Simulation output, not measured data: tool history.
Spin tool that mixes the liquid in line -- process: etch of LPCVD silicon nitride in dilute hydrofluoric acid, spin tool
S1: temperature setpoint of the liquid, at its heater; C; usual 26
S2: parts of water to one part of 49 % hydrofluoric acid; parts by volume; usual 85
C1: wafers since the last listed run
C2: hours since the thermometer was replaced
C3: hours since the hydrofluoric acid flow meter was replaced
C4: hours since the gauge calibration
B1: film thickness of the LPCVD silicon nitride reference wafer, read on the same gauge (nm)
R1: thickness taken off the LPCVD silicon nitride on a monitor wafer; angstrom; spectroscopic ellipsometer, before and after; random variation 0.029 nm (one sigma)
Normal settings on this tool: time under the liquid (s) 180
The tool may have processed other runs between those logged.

Run 1, day 0: usual settings but S2 115 parts by volume; C1 0; C2 62.2; C3 172.2; C4 1090.7; B1 130.001. Result: R1 8.83 angstrom.
Run 2, day 2.85: usual settings; C1 653; C2 130.6; C3 240.6; C4 1159.1; B1 130.014. Result: R1 11.4 angstrom.
Run 3, day 7.321: usual settings; C1 1025; C2 237.9; C3 347.9; C4 1266.4; B1 129.99. Result: R1 11.86 angstrom.
Run 4, day 9.171: usual settings; C1 424; C2 282.3; C3 392.3; C4 1310.8; B1 129.982. Result: R1 11.51 angstrom.
Run 5, day 11.592: usual settings; C1 555; C2 340.4; C3 450.4; C4 1368.9; B1 130.035. Result: R1 11.82 angstrom.
Run 6, day 13.408: usual settings; C1 416; C2 384; C3 494; C4 1412.5; B1 130.016. Result: R1 11.52 angstrom.
Run 7, day 20.496: usual settings; C1 1625; C2 554.1; C3 664.1; C4 1582.6; B1 130.006. Result: R1 11.46 angstrom.
At day 23.629: thermometer replaced.
Run 8, day 23.842: usual settings but S2 70 parts by volume; C1 757; C2 5.1; C3 744.4; C4 1662.9; B1 130.004. Result: R1 14.48 angstrom.
Run 9, day 25.346: usual settings but S2 70 parts by volume; C1 344; C2 41.2; C3 780.5; C4 1699; B1 130.054. Result: R1 13.79 angstrom.
At day 28.375: gauge calibrated.
Run 10, day 28.521: usual settings but S2 70 parts by volume; C1 728; C2 117.4; C3 856.7; C4 3.5; B1 130.026. Result: R1 15.04 angstrom.
Run 11, day 32.45: usual settings but S1 29 C; C1 900; C2 211.7; C3 951; C4 97.8; B1 130.034. Result: R1 15.04 angstrom.
Run 12, day 35.833: usual settings but S1 29 C; C1 775; C2 292.9; C3 1032.2; C4 179; B1 130.071. Result: R1 14.88 angstrom.
Run 13, day 37.646: usual settings; C1 415; C2 336.4; C3 1075.7; C4 222.5; B1 130.016. Result: R1 12.07 angstrom.
Run 14, day 40.342: usual settings but S1 23 C, S2 50 parts by volume, time under the liquid (s) 150; C1 618; C2 401.1; C3 1140.4; C4 287.2; B1 129.99. Result: R1 13.4 angstrom.
Run 15, day 43.879: usual settings but S2 45 parts by volume; C1 811; C2 486; C3 1225.3; C4 372.1; B1 129.966. Result: R1 22.13 angstrom.
Run 16, day 48.35: usual settings; C1 1025; C2 593.3; C3 1332.6; C4 479.4; B1 129.956. Result: R1 12.07 angstrom.
At day 49.912: thermometer replaced.
Run 17, day 52.467: usual settings; C1 934; C2 61.3; C3 1431.4; C4 578.2; B1 129.95. Result: R1 12.16 angstrom.
At day 53.142: hydrofluoric acid flow meter replaced.
Run 18, day 54.179: usual settings but S1 30.5 C; C1 383; C2 102.4; C3 24.9; C4 619.3; B1 130.047. Result: R1 15.28 angstrom.
Run 19, day 56.192: usual settings; C1 461; C2 150.7; C3 73.2; C4 667.6; B1 130.003. Result: R1 12.21 angstrom.
Run 20, day 59.104: usual settings but S1 22 C; C1 667; C2 220.6; C3 143.1; C4 737.5; B1 130.02. Result: R1 9.15 angstrom.
Run 21, day 65.742: usual settings but time under the liquid (s) 150; C1 1521; C2 379.9; C3 302.4; C4 896.8; B1 129.992. Result: R1 9.71 angstrom.
Run 22, day 69.267: usual settings but S1 28 C, S2 105 parts by volume, time under the liquid (s) 235; C1 808; C2 464.5; C3 387; C4 981.4; B1 129.998. Result: R1 13.9 angstrom.
At day 70.958: thermometer replaced.
Run 23, day 73.688: usual settings but S1 23 C, S2 95 parts by volume, time under the liquid (s) 270; C1 1004; C2 65.5; C3 493.1; C4 1087.5; B1 130.034. Result: R1 13.2 angstrom.
Run 24, day 76.946: usual settings but S2 125 parts by volume; C1 747; C2 143.7; C3 571.3; C4 1165.7; B1 130.029. Result: R1 8.07 angstrom.
Run 25, day 78.875: usual settings; C1 442; C2 190; C3 617.6; C4 1212; B1 130.028. Result: R1 11.52 angstrom.
Run 26, day 80.771: usual settings but S1 28.5 C, time under the liquid (s) 220; C1 434; C2 235.5; C3 663.1; C4 1257.5; B1 130.019. Result: R1 17.24 angstrom.
Run 27, day 82.708: usual settings; C1 444; C2 282; C3 709.6; C4 1304; B1 130.055. Result: R1 11.83 angstrom.
Run 28, day 85.433: usual settings but S1 30.5 C, S2 60 parts by volume; C1 624; C2 347.4; C3 775; C4 1369.4; B1 130. Result: R1 23.3 angstrom.
Run 29, day 87.492: usual settings but time under the liquid (s) 85; C1 471; C2 396.8; C3 824.4; C4 1418.8; B1 129.994. Result: R1 5.43 angstrom.
Run 30, day 91.875: usual settings but S1 22.5 C, S2 50 parts by volume, time under the liquid (s) 225; C1 1005; C2 502; C3 929.6; C4 1524; B1 129.979. Result: R1 19.41 angstrom.
Run 31, day 95.55: usual settings; C1 842; C2 590.2; C3 1017.8; C4 1612.2; B1 130.007. Result: R1 11.85 angstrom.

Describe how what the log doesn't record of the tool's condition differs between the last listed run preceding each entry between runs and the first listed run following it.
Between runs 7 and 8: thermometer replaced (day 23.629)
  nothing in the hidden state changes from one run to the other
Between runs 9 and 10: gauge calibrated (day 28.375)
  nothing in the hidden state changes from one run to the other
Between runs 16 and 17: thermometer replaced (day 49.912)
  nothing in the hidden state changes from one run to the other
Between runs 17 and 18: hydrofluoric acid flow meter replaced (day 53.142)
  nothing in the hidden state changes from one run to the other
Between runs 22 and 23: thermometer replaced (day 70.958)
  nothing in the hidden state changes from one run to the other
